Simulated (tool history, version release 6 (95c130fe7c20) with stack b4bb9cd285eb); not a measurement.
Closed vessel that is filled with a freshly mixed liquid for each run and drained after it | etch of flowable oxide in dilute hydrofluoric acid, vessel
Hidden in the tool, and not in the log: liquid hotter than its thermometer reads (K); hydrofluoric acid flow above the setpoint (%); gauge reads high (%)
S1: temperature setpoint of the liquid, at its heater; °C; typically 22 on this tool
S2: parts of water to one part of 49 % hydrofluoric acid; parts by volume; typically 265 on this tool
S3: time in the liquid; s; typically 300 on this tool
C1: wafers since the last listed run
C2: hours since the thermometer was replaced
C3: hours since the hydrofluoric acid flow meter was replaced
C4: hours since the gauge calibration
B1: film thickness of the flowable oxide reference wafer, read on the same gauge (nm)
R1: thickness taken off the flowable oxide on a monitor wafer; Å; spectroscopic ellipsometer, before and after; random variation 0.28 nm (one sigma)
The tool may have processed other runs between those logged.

Run 1, day 0: usual settings but S2 180 parts by volume; C1 0; C2 1060.2; C3 125.5; C4 3932; B1 30.01. Result: R1 615.4 Å.
Run 2, day 2.717: usual settings but S2 180 parts by volume; C1 3740; C2 1125.4; C3 190.7; C4 3997.2; B1 30. Result: R1 616.3 Å.
Run 3, day 4.879: usual settings but S2 335 parts by volume, S3 410 s; C1 2977; C2 1177.3; C3 242.6; C4 4049.1; B1 30.02. Result: R1 386.8 Å.
Run 4, day 8.017: usual settings but S2 335 parts by volume, S3 410 s; C1 4319; C2 1252.6; C3 317.9; C4 4124.4; B1 30.01. Result: R1 393.9 Å.
Run 5, day 14.604: usual settings; C1 9069; C2 1410.7; C3 476; C4 4282.5; B1 29.99. Result: R1 388.3 Å.
Run 6, day 18.008: usual settings but S2 355 parts by volume; C1 4686; C2 1492.4; C3 557.7; C4 4364.2; B1 30. Result: R1 269.9 Å.
Run 7, day 19.533: usual settings; C1 2099; C2 1529; C3 594.3; C4 4400.8; B1 30.01. Result: R1 393.3 Å.
Run 8, day 21.817: usual settings; C1 3143; C2 1583.8; C3 649.1; C4 4455.6; B1 29.98. Result: R1 398.1 Å.
Run 9, day 23.438: usual settings; C1 2231; C2 1622.7; C3 688; C4 4494.5; B1 30.01. Result: R1 400.8 Å.
Run 10, day 26.471: usual settings but S2 210 parts by volume; C1 4176; C2 1695.5; C3 760.8; C4 4567.3; B1 30. Result: R1 544.1 Å.
Run 11, day 32.975: usual settings but S3 415 s; C1 8954; C2 1851.6; C3 916.9; C4 4723.4; B1 30. Result: R1 565.5 Å.
Run 12, day 40.433: usual settings but S2 170 parts by volume, S3 475 s; C1 10268; C2 2030.6; C3 1095.9; C4 4902.4; B1 30.02. Result: R1 1134 Å.
At day 41.588: gauge calibrated.
At day 42.617: thermometer replaced.
Run 13, day 43.612: usual settings but S2 220 parts by volume, S3 435 s; C1 4319; C2 23.9; C3 1172.2; C4 48.6; B1 30. Result: R1 702.1 Å.
Run 14, day 53.971: usual settings but S1 24.5 °C, S2 375 parts by volume, S3 210 s; C1 14261; C2 272.5; C3 1420.8; C4 297.2; B1 30. Result: R1 192 Å.
Run 15, day 66.483: usual settings but S1 17 °C; C1 17227; C2 572.8; C3 1721.1; C4 597.5; B1 30.01. Result: R1 336.3 Å.
Run 16, day 68.158: usual settings but S3 140 s; C1 2306; C2 613; C3 1761.3; C4 637.7; B1 29.99. Result: R1 188.6 Å.
Run 17, day 70.879: usual settings but S2 335 parts by volume, S3 410 s; C1 3746; C2 678.3; C3 1826.6; C4 703; B1 30. Result: R1 408 Å.
Run 18, day 75.342: usual settings but S2 170 parts by volume; C1 6143; C2 785.4; C3 1933.7; C4 810.1; B1 29.99. Result: R1 696.5 Å.
At day 77.383: hydrofluoric acid flow meter replaced.
Run 19, day 79.788: usual settings but S2 135 parts by volume, S3 445 s; C1 6063; C2 892.1; C3 57.7; C4 916.8; B1 30. Result: R1 1242.9 Å.
Run 20, day 83.817: usual settings; C1 5547; C2 988.8; C3 154.4; C4 1013.5; B1 30. Result: R1 372.4 Å.
Run 21, day 85.829: usual settings but S1 27 °C, S3 425 s; C1 2770; C2 1037.1; C3 202.7; C4 1061.8; B1 29.98. Result: R1 626.8 Å.
Run 22, day 90.096: usual settings but S3 155 s; C1 5874; C2 1139.5; C3 305.1; C4 1164.2; B1 30.01. Result: R1 196.2 Å.
Run 23, day 96.158: usual settings but S2 225 parts by volume, S3 230 s; C1 8346; C2 1285; C3 450.6; C4 1309.7; B1 30. Result: R1 355.1 Å.
Run 24, day 100.121: usual settings but S1 25.5 °C, S2 375 parts by volume, S3 250 s; C1 5455; C2 1380.1; C3 545.7; C4 1404.8; B1 30. Result: R1 229.2 Å.
Run 25, day 104.283: usual settings but S3 170 s; C1 5730; C2 1480; C3 645.6; C4 1504.7; B1 30. Result: R1 221.2 Å.

Expected results for the next run?
Run 26, day 107.004: usual settings but S2 375 parts by volume; C1 3746; C2 1545.3; C3 710.9; C4 1570; B1 ?. Result: R1 ?.

For run 26 the tool returned B1 29.99, R1 250.8 Å.
On a tool with no hidden condition, and with the same random variation, this run would have come out at R1 226.2 Å.
